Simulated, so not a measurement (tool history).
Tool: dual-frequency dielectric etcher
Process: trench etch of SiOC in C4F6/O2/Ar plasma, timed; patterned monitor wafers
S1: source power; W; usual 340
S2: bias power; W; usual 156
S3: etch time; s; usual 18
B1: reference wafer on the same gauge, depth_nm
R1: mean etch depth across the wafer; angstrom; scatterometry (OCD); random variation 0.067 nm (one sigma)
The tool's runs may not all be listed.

{"run": 1, "hour": 0.0, "S1": 340, "S2": 156, "S3": 18, "B1": 32.79, "R1": 332.6}
{"run": 2, "hour": 39.9, "S1": 340, "S2": 156, "S3": 18, "B1": 32.8, "R1": 332.6}
{"run": 3, "hour": 74.7, "S1": 340, "S2": 156, "S3": 18, "B1": 32.79, "R1": 332.4}
{"run": 4, "hour": 127.4, "S1": 340, "S2": 156, "S3": 18, "B1": 32.8, "R1": 331.8}
{"run": 5, "hour": 189.9, "S1": 300, "S2": 156, "S3": 18, "B1": 32.81, "R1": 319.3}
{"run": 6, "hour": 220.7, "S1": 300, "S2": 156, "S3": 18, "B1": 32.78, "R1": 320.3}
{"run": 7, "hour": 266.5, "S1": 390, "S2": 156, "S3": 18, "B1": 32.81, "R1": 348.5}
{"run": 8, "hour": 332.1, "S1": 390, "S2": 156, "S3": 18, "B1": 32.81, "R1": 349.3}
{"hour": 358.8, "done": "gauge calibrated"}
{"run": 9, "hour": 377.5, "S1": 390, "S2": 156, "S3": 18, "B1": 32.82, "R1": 349.2}
{"run": 10, "hour": 433.6, "S1": 340, "S2": 134, "S3": 18, "B1": 32.8, "R1": 317.0}
{"hour": 474.3, "done": "wet clean of the chamber"}
{"hour": 491.6, "done": "upper electrode replaced"}
{"run": 11, "hour": 492.1, "S1": 300, "S2": 142, "S3": 16, "B1": 32.81, "R1": 276.5}
{"run": 12, "hour": 515.1, "S1": 340, "S2": 156, "S3": 18, "B1": 32.8, "R1": 334.8}
{"run": 13, "hour": 572.3, "S1": 340, "S2": 156, "S3": 18, "B1": 32.79, "R1": 334.7}
{"run": 14, "hour": 639.0, "S1": 340, "S2": 156, "S3": 18, "B1": 32.79, "R1": 334.3}

Run 15 comes next. What will it give?
{"run": 15, "hour": 675.6, "S1": 280, "S2": 156, "S3": 22, "B1": "?", "R1": "?"}

{"run 15": {"B1": 32.82, "R1": 384.3}}
Without the tool's hidden state the same run would have given R1 375.7 angstrom.
